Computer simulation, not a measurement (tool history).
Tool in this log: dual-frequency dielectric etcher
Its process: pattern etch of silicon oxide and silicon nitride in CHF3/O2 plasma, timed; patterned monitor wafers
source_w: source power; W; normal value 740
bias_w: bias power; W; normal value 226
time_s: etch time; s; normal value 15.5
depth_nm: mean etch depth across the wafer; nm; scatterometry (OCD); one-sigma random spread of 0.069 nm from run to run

run	hour	source_w	bias_w	time_s	read-back reference wafer on the same gauge, depth_nm	depth_nm
1	0.0	740	187	15.5	26.78	23.06
2	13.5	740	187	15.5	26.77	22.93
3	25.8	740	187	15.5	26.80	23.01
4	41.2	740	226	15.5	26.78	24.62
5	48.9	740	226	15.5	26.80	24.41
6	66.5	740	226	15.5	26.76	24.65
7	82.5	630	226	15.5	26.79	22.72
8	93.0	630	226	15.5	26.78	22.66
# hour 100.0: source power generator calibrated
9	106.0	740	253	13.5	26.82	22.26
10	122.3	840	226	15.5	26.80	25.98
# hour 133.2: gauge calibrated
11	138.8	840	226	15.5	26.80	25.79
12	152.3	560	226	15.5	26.79	21.39
# hour 180.2: upper electrode replaced
# hour 191.2: wet clean of the chamber
13	191.7	640	250	15.5	26.79	24.16
14	198.4	860	243	17.5	26.78	30.83
15	212.0	590	226	11.0	26.82	15.73
# hour 223.6: bias power generator calibrated
16	224.1	740	204	15.5	26.81	23.77
17	248.8	740	226	11.5	26.82	18.35
18	266.6	740	226	15.5	26.78	24.74
19	277.4	740	226	15.5	26.81	24.68
20	289.7	740	260	15.5	26.84	26.01
21	305.3	620	246	14.0	26.81	21.22
22	317.9	600	170	19.0	26.80	24.66

Here are 3 independent what-if runs from the current tool condition. What would each one return?
A	318.3	920	226	15.5	?	?
B	318.3	800	268	19.5	?	?
C	318.3	870	226	18.0	?	?

run	read-back reference wafer on the same gauge, depth_nm	depth_nm
A	26.81	27.25
B	26.81	34.27
C	26.81	30.86
With the hidden condition removed and each run's random variation left untouched, the same runs would have given:
run	depth_nm
A	27.58
B	34.68
C	31.23
